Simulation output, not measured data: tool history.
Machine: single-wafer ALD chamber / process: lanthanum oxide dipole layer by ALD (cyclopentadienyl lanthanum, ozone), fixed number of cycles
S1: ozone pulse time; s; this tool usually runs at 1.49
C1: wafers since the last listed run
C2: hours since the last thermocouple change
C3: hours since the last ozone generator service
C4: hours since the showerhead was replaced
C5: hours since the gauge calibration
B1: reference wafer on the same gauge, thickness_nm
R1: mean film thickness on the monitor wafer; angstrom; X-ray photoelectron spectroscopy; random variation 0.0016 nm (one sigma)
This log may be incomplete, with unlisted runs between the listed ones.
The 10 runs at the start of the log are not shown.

-- hour=240.3 gauge calibrated
run 11 hour=257.5 | S1=1.49 | C1=621 C2=783.2 C3=882.2 C4=130.3 C5=17.2 | B1=0.559 | R1=4.90
run 12 hour=271.9 | S1=1.73 | C1=376 C2=797.6 C3=896.6 C4=144.7 C5=31.6 | B1=0.559 | R1=5.04
run 13 hour=301.1 | S1=1.85 | C1=762 C2=826.8 C3=925.8 C4=173.9 C5=60.8 | B1=0.558 | R1=5.08
run 14 hour=318.5 | S1=1.92 | C1=454 C2=844.2 C3=943.2 C4=191.3 C5=78.2 | B1=0.559 | R1=5.10
run 15 hour=349.7 | S1=1.02 | C1=814 C2=875.4 C3=974.4 C4=222.5 C5=109.4 | B1=0.559 | R1=4.36
run 16 hour=370.4 | S1=2.09 | C1=540 C2=896.1 C3=995.1 C4=243.2 C5=130.1 | B1=0.558 | R1=5.16
run 17 hour=392.5 | S1=1.95 | C1=577 C2=918.2 C3=1017.2 C4=265.3 C5=152.2 | B1=0.559 | R1=5.12
-- hour=407.2 thermocouple changed; heater temperature recalibrated
-- hour=433.0 ozone generator serviced
run 18 hour=433.5 | S1=1.08 | C1=652 C2=26.3 C3=0.5 C4=306.3 C5=193.2 | B1=0.559 | R1=4.66
run 19 hour=444.3 | S1=1.49 | C1=282 C2=37.1 C3=11.3 C4=317.1 C5=204.0 | B1=0.559 | R1=5.03
run 20 hour=472.1 | S1=1.49 | C1=725 C2=64.9 C3=39.1 C4=344.9 C5=231.8 | B1=0.559 | R1=5.05
run 21 hour=521.3 | S1=1.49 | C1=1284 C2=114.1 C3=88.3 C4=394.1 C5=281.0 | B1=0.559 | R1=4.99
run 22 hour=553.7 | S1=1.10 | C1=846 C2=146.5 C3=120.7 C4=426.5 C5=313.4 | B1=0.559 | R1=4.63
run 23 hour=570.1 | S1=0.98 | C1=428 C2=162.9 C3=137.1 C4=442.9 C5=329.8 | B1=0.559 | R1=4.44
run 24 hour=595.7 | S1=1.49 | C1=668 C2=188.5 C3=162.7 C4=468.5 C5=355.4 | B1=0.559 | R1=4.99
run 25 hour=613.9 | S1=2.03 | C1=475 C2=206.7 C3=180.9 C4=486.7 C5=373.6 | B1=0.559 | R1=5.18
run 26 hour=646.0 | S1=1.84 | C1=838 C2=238.8 C3=213.0 C4=518.8 C5=405.7 | B1=0.559 | R1=5.12
run 27 hour=676.4 | S1=1.15 | C1=793 C2=269.2 C3=243.4 C4=549.2 C5=436.1 | B1=0.559 | R1=4.69
run 28 hour=708.0 | S1=2.00 | C1=825 C2=300.8 C3=275.0 C4=580.8 C5=467.7 | B1=0.559 | R1=5.18
run 29 hour=727.8 | S1=1.97 | C1=517 C2=320.6 C3=294.8 C4=600.6 C5=487.5 | B1=0.558 | R1=5.18
run 30 hour=746.4 | S1=1.49 | C1=485 C2=339.2 C3=313.4 C4=619.2 C5=506.1 | B1=0.559 | R1=4.94
run 31 hour=763.4 | S1=2.05 | C1=443 C2=356.2 C3=330.4 C4=636.2 C5=523.1 | B1=0.559 | R1=5.15
run 32 hour=777.1 | S1=1.07 | C1=357 C2=369.9 C3=344.1 C4=649.9 C5=536.8 | B1=0.559 | R1=4.52
run 33 hour=808.3 | S1=1.21 | C1=814 C2=401.1 C3=375.3 C4=681.1 C5=568.0 | B1=0.559 | R1=4.70

Predict each of these 5 candidate next runs independently; none follows another, all start after run 33:
run A hour=808.7 | S1=1.49 | C1=10 C2=401.5 C3=375.7 C4=681.5 C5=568.4 | B1=? | R1=?
run B hour=808.7 | S1=0.95 | C1=10 C2=401.5 C3=375.7 C4=681.5 C5=568.4 | B1=? | R1=?
run C hour=808.7 | S1=1.14 | C1=10 C2=401.5 C3=375.7 C4=681.5 C5=568.4 | B1=? | R1=?
run D hour=808.7 | S1=1.03 | C1=10 C2=401.5 C3=375.7 C4=681.5 C5=568.4 | B1=? | R1=?
run E hour=808.7 | S1=1.27 | C1=10 C2=401.5 C3=375.7 C4=681.5 C5=568.4 | B1=? | R1=?

run=A B1=0.559 R1=4.92
run=B B1=0.559 R1=4.30
run=C B1=0.559 R1=4.59
run=D B1=0.559 R1=4.43
run=E B1=0.559 R1=4.74
With the hidden condition removed and each run's random variation left untouched, the same runs would have given:
run=A R1=5.02
run=B R1=4.47
run=C R1=4.73
run=D R1=4.59
run=E R1=4.86
